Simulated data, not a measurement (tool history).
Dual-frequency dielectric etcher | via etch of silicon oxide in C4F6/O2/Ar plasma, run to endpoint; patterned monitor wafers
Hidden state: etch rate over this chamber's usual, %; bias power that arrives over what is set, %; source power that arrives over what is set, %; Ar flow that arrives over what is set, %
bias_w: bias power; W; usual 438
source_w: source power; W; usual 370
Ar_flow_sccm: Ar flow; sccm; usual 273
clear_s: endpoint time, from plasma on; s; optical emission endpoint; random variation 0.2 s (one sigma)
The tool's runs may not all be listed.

run	hour	bias_w	source_w	Ar_flow_sccm	wafers since the last listed run	hours since the last wet clean	hours since the last bias power generator calibration	hours since the last source power generator calibration	hours since the last Ar flow controller change	hours since the last upper electrode change	incoming incoming film thickness, nm	clear_s
1	0.0	438	370	318	0	313.9	1432.0	1833.6	4392.6	2685.1	96.2	21.7
2	20.6	438	370	318	256	334.5	1452.6	1854.2	4413.2	2705.7	97.3	22.0
3	35.5	383	370	241	185	349.4	1467.5	1869.1	4428.1	2720.6	96.6	21.2
# hour 68.1: wet clean of the chamber
4	68.6	383	370	241	113	0.5	1500.6	1902.2	4461.2	2753.7	97.2	22.7
5	95.1	383	370	241	330	27.0	1527.1	1928.7	4487.7	2780.2	96.8	22.4
6	123.6	438	370	273	355	55.5	1555.6	1957.2	4516.2	2808.7	97.2	22.3
7	156.9	438	370	273	415	88.8	1588.9	1990.5	4549.5	2842.0	95.4	22.4
8	236.1	438	370	273	987	168.0	1668.1	2069.7	4628.7	2921.2	95.5	21.6
9	248.2	438	370	273	150	180.1	1680.2	2081.8	4640.8	2933.3	96.6	22.1
10	268.5	438	370	273	252	200.4	1700.5	2102.1	4661.1	2953.6	96.0	21.6
11	285.1	438	370	295	206	217.0	1717.1	2118.7	4677.7	2970.2	96.5	21.7
12	309.6	438	370	295	305	241.5	1741.6	2143.2	4702.2	2994.7	96.6	21.8
13	338.3	512	320	307	357	270.2	1770.3	2171.9	4730.9	3023.4	96.1	22.2
14	359.1	438	370	273	259	291.0	1791.1	2192.7	4751.7	3044.2	95.5	21.2
15	382.8	438	370	273	295	314.7	1814.8	2216.4	4775.4	3067.9	96.8	21.5
# hour 438.5: bias power generator calibrated
# hour 470.1: source power generator calibrated
# hour 472.4: upper electrode replaced, of another model than before
# hour 510.2: wet clean of the chamber
16	510.7	438	450	273	1166	0.5	72.2	40.6	4903.3	38.3	96.8	21.2
17	511.0	335	280	273	3	0.8	72.5	40.9	4903.6	38.6	95.6	25.3
# hour 525.6: Ar flow controller replaced
18	538.7	438	370	273	270	28.5	100.2	68.6	13.1	66.3	96.2	21.7
19	562.3	438	310	315	294	52.1	123.8	92.2	36.7	89.9	96.4	23.3
20	592.4	512	280	296	375	82.2	153.9	122.3	66.8	120.0	96.8	22.5
21	620.2	438	310	315	346	110.0	181.7	150.1	94.6	147.8	96.9	23.4
22	641.0	438	300	273	259	130.8	202.5	170.9	115.4	168.6	97.0	22.7
23	663.6	403	450	309	281	153.4	225.1	193.5	138.0	191.2	96.0	21.9
24	684.2	335	280	273	256	174.0	245.7	214.1	158.6	211.8	96.7	25.0

Some steps in clear_s between neighbouring runs. How much of each would the tool show without its hidden state too (settings, what came in, random variation), and how much is left for the hidden state, with any gauge scatter that isn't in both results?
Run 3 -> 4: wet clean of the chamber. clear_s +1.5 s: hidden state +1.4, all else +0.1.
Run 15 -> 16: source_w 370 -> 450, bias power generator calibrated, source power generator calibrated, upper electrode replaced, of another model than before, wet clean of the chamber. clear_s -0.3 s: hidden state +0.7, all else -1.0.
Run 16 -> 17: bias_w 438 -> 335, source_w 450 -> 280. clear_s +4.1 s: hidden state -0.1, all else +4.2.
Run 17 -> 18: bias_w 335 -> 438, source_w 280 -> 370, Ar flow controller replaced. clear_s -3.6 s: hidden state -0.1, all else -3.5.
